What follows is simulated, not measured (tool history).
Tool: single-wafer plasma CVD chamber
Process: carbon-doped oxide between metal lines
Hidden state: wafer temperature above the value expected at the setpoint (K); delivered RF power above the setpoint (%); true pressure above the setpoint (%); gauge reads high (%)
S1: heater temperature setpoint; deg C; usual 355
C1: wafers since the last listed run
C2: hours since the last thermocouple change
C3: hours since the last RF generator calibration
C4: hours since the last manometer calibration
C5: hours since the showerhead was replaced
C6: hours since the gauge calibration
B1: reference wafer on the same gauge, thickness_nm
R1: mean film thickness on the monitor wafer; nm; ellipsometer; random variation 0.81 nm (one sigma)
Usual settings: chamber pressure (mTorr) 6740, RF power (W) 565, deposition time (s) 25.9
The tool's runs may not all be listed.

Run 1, hour 0.0: usual settings; C1 0; C2 1951.1; C3 1872.2; C4 1102.9; C5 3500.0; C6 44.4; B1 133.837. Result: R1 136.922 nm.
Run 2, hour 17.4: usual settings; C1 562; C2 1968.5; C3 1889.6; C4 1120.3; C5 3517.4; C6 61.8; B1 133.857. Result: R1 137.727 nm.
Run 3, hour 29.1: usual settings but chamber pressure (mTorr) 7260; C1 378; C2 1980.2; C3 1901.3; C4 1132.0; C5 3529.1; C6 73.5; B1 134.022. Result: R1 138.530 nm.
Run 4, hour 42.9: usual settings but chamber pressure (mTorr) 7260; C1 446; C2 1994.0; C3 1915.1; C4 1145.8; C5 3542.9; C6 87.3; B1 133.923. Result: R1 137.449 nm.
Run 5, hour 49.2: usual settings but chamber pressure (mTorr) 7260; C1 203; C2 2000.3; C3 1921.4; C4 1152.1; C5 3549.2; C6 93.6; B1 133.898. Result: R1 139.732 nm.
Run 6, hour 65.6: usual settings but S1 346 deg C; C1 530; C2 2016.7; C3 1937.8; C4 1168.5; C5 3565.6; C6 110.0; B1 133.921. Result: R1 141.062 nm.
Run 7, hour 75.0: usual settings but S1 346 deg C; C1 304; C2 2026.1; C3 1947.2; C4 1177.9; C5 3575.0; C6 119.4; B1 134.105. Result: R1 142.000 nm.
Run 8, hour 91.4: usual settings but S1 349 deg C; C1 530; C2 2042.5; C3 1963.6; C4 1194.3; C5 3591.4; C6 135.8; B1 134.111. Result: R1 139.743 nm.
Run 9, hour 103.0: usual settings but S1 349 deg C; C1 375; C2 2054.1; C3 1975.2; C4 1205.9; C5 3603.0; C6 147.4; B1 133.957. Result: R1 142.151 nm.
Run 10, hour 112.3: usual settings but RF power (W) 620, deposition time (s) 22.2; C1 300; C2 2063.4; C3 1984.5; C4 1215.2; C5 3612.3; C6 156.7; B1 133.887. Result: R1 125.311 nm.
Run 11, hour 119.8: usual settings but RF power (W) 620, deposition time (s) 22.2; C1 242; C2 2070.9; C3 1992.0; C4 1222.7; C5 3619.8; C6 164.2; B1 134.088. Result: R1 126.983 nm.
At hour 133.7: RF generator calibrated.
Run 12, hour 134.2: usual settings; C1 206; C2 2085.3; C3 0.5; C4 1237.1; C5 3634.2; C6 178.6; B1 134.115. Result: R1 136.689 nm.
Run 13, hour 151.2: usual settings; C1 549; C2 2102.3; C3 17.5; C4 1254.1; C5 3651.2; C6 195.6; B1 134.047. Result: R1 137.324 nm.
Run 14, hour 163.7: usual settings; C1 404; C2 2114.8; C3 30.0; C4 1266.6; C5 3663.7; C6 208.1; B1 134.070. Result: R1 137.217 nm.
At hour 175.3: showerhead replaced.
Run 15, hour 175.8: usual settings; C1 132; C2 2126.9; C3 42.1; C4 1278.7; C5 0.5; C6 220.2; B1 133.808. Result: R1 138.686 nm.
Run 16, hour 187.6: usual settings but RF power (W) 595; C1 381; C2 2138.7; C3 53.9; C4 1290.5; C5 12.3; C6 232.0; B1 134.002. Result: R1 143.150 nm.
Run 17, hour 202.0: usual settings but S1 341 deg C, chamber pressure (mTorr) 7630, RF power (W) 610, deposition time (s) 23.6; C1 465; C2 2153.1; C3 68.3; C4 1304.9; C5 26.7; C6 246.4; B1 134.033. Result: R1 140.001 nm.
Run 18, hour 210.0: usual settings; C1 258; C2 2161.1; C3 76.3; C4 1312.9; C5 34.7; C6 254.4; B1 134.029. Result: R1 137.841 nm.
Run 19, hour 221.7: usual settings but S1 359 deg C, chamber pressure (mTorr) 5720, deposition time (s) 29.5; C1 378; C2 2172.8; C3 88.0; C4 1324.6; C5 46.4; C6 266.1; B1 134.058. Result: R1 151.668 nm.
Run 20, hour 231.8: usual settings but S1 349 deg C, chamber pressure (mTorr) 7430, RF power (W) 635; C1 326; C2 2182.9; C3 98.1; C4 1334.7; C5 56.5; C6 276.2; B1 133.818. Result: R1 152.449 nm.
At hour 272.1: thermocouple changed; heater temperature recalibrated.
At hour 281.7: capacitance manometer re-zeroed and calibrated.
Run 21, hour 282.2: usual settings but RF power (W) 650, deposition time (s) 24.3; C1 1112; C2 10.1; C3 148.5; C4 0.5; C5 106.9; C6 326.6; B1 134.152. Result: R1 140.367 nm.
Run 22, hour 282.6: usual settings but S1 349 deg C, chamber pressure (mTorr) 5670, deposition time (s) 28.7; C1 12; C2 10.5; C3 148.9; C4 0.9; C5 107.3; C6 327.0; B1 134.130. Result: R1 151.311 nm.
At hour 297.4: gauge calibrated.
Run 23, hour 298.4: usual settings; C1 510; C2 26.3; C3 164.7; C4 16.7; C5 123.1; C6 1.0; B1 134.009. Result: R1 137.529 nm.
Run 24, hour 313.1: usual settings but chamber pressure (mTorr) 6170, RF power (W) 650, deposition time (s) 29.7; C1 475; C2 41.0; C3 179.4; C4 31.4; C5 137.8; C6 15.7; B1 134.124. Result: R1 171.513 nm.
Run 25, hour 332.2: usual settings but deposition time (s) 22.5; C1 617; C2 60.1; C3 198.5; C4 50.5; C5 156.9; C6 34.8; B1 134.105. Result: R1 119.741 nm.
Run 26, hour 342.2: usual settings but deposition time (s) 22.5; C1 323; C2 70.1; C3 208.5; C4 60.5; C5 166.9; C6 44.8; B1 133.967. Result: R1 120.379 nm.
Run 27, hour 357.9: usual settings but S1 349 deg C, chamber pressure (mTorr) 6200, RF power (W) 455, deposition time (s) 22.0; C1 507; C2 85.8; C3 224.2; C4 76.2; C5 182.6; C6 60.5; B1 133.980. Result: R1 102.601 nm.
Run 28, hour 369.0: usual settings but S1 341 deg C, chamber pressure (mTorr) 7310, RF power (W) 665; C1 358; C2 96.9; C3 235.3; C4 87.3; C5 193.7; C6 71.6; B1 133.982. Result: R1 160.802 nm.
Run 29, hour 382.1: usual settings but chamber pressure (mTorr) 5110, RF power (W) 465, deposition time (s) 28.7; C1 423; C2 110.0; C3 248.4; C4 100.4; C5 206.8; C6 84.7; B1 133.876. Result: R1 129.562 nm.
Run 30, hour 398.4: usual settings but S1 345 deg C, RF power (W) 530; C1 527; C2 126.3; C3 264.7; C4 116.7; C5 223.1; C6 101.0; B1 134.032. Result: R1 136.195 nm.

How the hidden state differs across the entries between the runs, from the last listed run before each to the first after it:
Between runs 11 and 12: RF generator calibrated (hour 133.7)
  no hidden state differs between the two runs
Between runs 14 and 15: showerhead replaced (hour 175.3)
  no hidden state differs between the two runs
Between runs 20 and 21: thermocouple changed; heater temperature recalibrated (hour 272.1); capacitance manometer re-zeroed and calibrated (hour 281.7)
  no hidden state differs between the two runs
Between runs 22 and 23: gauge calibrated (hour 297.4)
  no hidden state differs between the two runs

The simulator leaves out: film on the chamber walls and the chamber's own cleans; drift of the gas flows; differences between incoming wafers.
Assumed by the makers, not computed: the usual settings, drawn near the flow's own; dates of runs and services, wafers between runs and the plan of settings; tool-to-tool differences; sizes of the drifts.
